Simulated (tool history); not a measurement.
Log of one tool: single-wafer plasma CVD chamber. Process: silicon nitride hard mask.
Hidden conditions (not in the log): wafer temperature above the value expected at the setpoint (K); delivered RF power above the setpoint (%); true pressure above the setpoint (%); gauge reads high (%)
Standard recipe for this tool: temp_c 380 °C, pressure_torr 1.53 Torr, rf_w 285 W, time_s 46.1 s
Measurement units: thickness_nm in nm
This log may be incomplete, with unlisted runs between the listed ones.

run    hour  temp_c  pressure_torr  rf_w  time_s  wafers since the last listed run  hours since the last thermocouple change  hours since the last RF generator calibration  hours since the last manometer calibration  hours since the showerhead was replaced  hours since the gauge calibration  read-back reference wafer on the same gauge, thickness_nm  thickness_nm
  1       0     380           1.53   285    46.1                                 0                                    1712.1                                          947.5                                       272.2                                    122.3                             2057.5                                                     61.094        54.621
  2    48.8     391           1.53   285    46.1                               903                                    1760.9                                          996.3                                         321                                    171.1                             2106.3                                                      61.12        54.403
  3   142.6     380           1.53   265    46.1                              1736                                    1854.7                                         1090.1                                       414.8                                    264.9                             2200.1                                                     61.107        52.611
  4   346.3     380           1.53   265    46.1                              3770                                    2058.4                                         1293.8                                       618.5                                    468.6                             2403.8                                                     61.093        52.073
  5   432.3     380           1.53   265    46.1                              1591                                    2144.4                                         1379.8                                       704.5                                    554.6                             2489.8                                                     61.095        52.103
      448.6  -- RF generator calibrated
  6   496.4     380           1.53   285    46.1                              1038                                    2208.5                                           47.8                                       768.6                                    618.7                             2553.9                                                     61.133        55.817
  7   564.2     380           1.43   285    46.1                              1254                                    2276.3                                          115.6                                       836.4                                    686.5                             2621.7                                                     61.125        55.131
      567.6  -- gauge calibrated
  8   616.3     380           1.53   285    49.4                               964                                    2328.4                                          167.7                                       888.5                                    738.6                               48.7                                                     61.046        59.532
  9   696.9     372           1.21   320    38.9                              1491                                      2409                                          248.3                                       969.1                                    819.2                              129.3                                                     61.086        47.729
 10   786.9     390           1.75   260    52.6                              1665                                      2499                                          338.3                                      1059.1                                    909.2                              219.3                                                     61.149        61.692
 11   862.5     380           1.18   260    46.1                              1399                                    2574.6                                          413.9                                      1134.7                                    984.8                              294.9                                                     61.162        50.971
 12     960     380           1.53   285    46.1                              1804                                    2672.1                                          511.4                                      1232.2                                   1082.3                              392.4                                                     61.152        55.269
      981.2  -- thermocouple changed; heater temperature recalibrated
 13  1050.5     373            1.9   340    41.2                              1526                                      69.3                                          601.9                                      1322.7                                   1172.8                              482.9                                                     61.037        55.797
 14  1127.7     380           1.53   285    42.2                              1428                                     146.5                                          679.1                                      1399.9                                     1250                              560.1                                                     61.078        50.563
 15    1210     380           1.53   285    46.1                              1523                                     228.8                                          761.4                                      1482.2                                   1332.3                              642.4                                                     61.128          55.3
 16  1286.8     380           1.53   255    46.1                              1421                                     305.6                                          838.2                                        1559                                   1409.1                              719.2                                                     61.135        52.178
 17  1370.8     380           1.53   285    46.1                              1554                                     389.6                                          922.2                                        1643                                   1493.1                              803.2                                                     61.025         54.99
 18  1473.3     380           1.33   285    46.1                              1897                                     492.1                                         1024.7                                      1745.5                                   1595.6                              905.7                                                     61.118        53.316
 19  1517.7     380           1.53   285    51.2                               821                                     536.5                                         1069.1                                      1789.9                                     1640                              950.1                                                     61.153        60.592
     1612.1  -- capacitance manometer re-zeroed and calibrated
 20  1612.4     380           1.85   310    38.4                              1604                                     631.2                                         1163.8                                         0.3                                   1734.7                             1044.8                                                     61.162        48.673
 21  1702.5     380            1.4   285    48.5                              1667                                     721.3                                         1253.9                                        90.4                                   1824.8                             1134.9                                                     61.084        56.101
     1711.9  -- RF generator calibrated
 22  1792.4     386           1.33   285    37.5                              1515                                     811.2                                           80.5                                       180.3                                   1914.7                             1224.8                                                     61.101        44.256
 23  1843.4     393           1.53   285    46.1                               943                                     862.2                                          131.5                                       231.3                                   1965.7                             1275.8                                                     61.134        55.363
 24  1915.4     380           1.78   285    46.1                              1332                                     934.2                                          203.5                                       303.3                                   2037.7                             1347.8                                                     61.098        57.116
 25    1961     380           1.34   285    46.1                               843                                     979.8                                          249.1                                       348.9                                   2083.3                             1393.4                                                     61.143        54.569
 26  2048.7     380            1.7   285    46.1                              1623                                    1067.5                                          336.8                                       436.6                                     2171                             1481.1                                                     61.098        56.385
 27  2143.4     380           1.34   285    46.1                              1752                                    1162.2                                          431.5                                       531.3                                   2265.7                             1575.8                                                     61.067        54.369
 28  2184.5     367           1.53   285    46.1                               760                                    1203.3                                          472.6                                       572.4                                   2306.8                             1616.9                                                     61.175        55.955
 29  2282.6     380           1.26   285    46.1                              1815                                    1301.4                                          570.7                                       670.5                                   2404.9                               1715                                                     61.074        53.663

Predict each of these 3 candidate next runs independently; none follows another, all start after run 29:
  A  2283     380           1.77   285    46.1                                 7                                    1301.8                                          571.1                                       670.9                                   2405.3                             1715.4                                                          ?             ?
  B  2283     374           1.53   285    46.1                                 7                                    1301.8                                          571.1                                       670.9                                   2405.3                             1715.4                                                          ?             ?
  C  2283     380           1.53   285    49.5                                 7                                    1301.8                                          571.1                                       670.9                                   2405.3                             1715.4                                                          ?             ?

run  read-back reference wafer on the same gauge, thickness_nm  thickness_nm
  A                                                     61.108        56.883
  B                                                     61.108        55.632
  C                                                     61.108          59.6
Take away the tool's hidden state, keep each run's random variation, and the runs would have read:
run  thickness_nm
  A        57.236
  B        55.977
  C         59.97
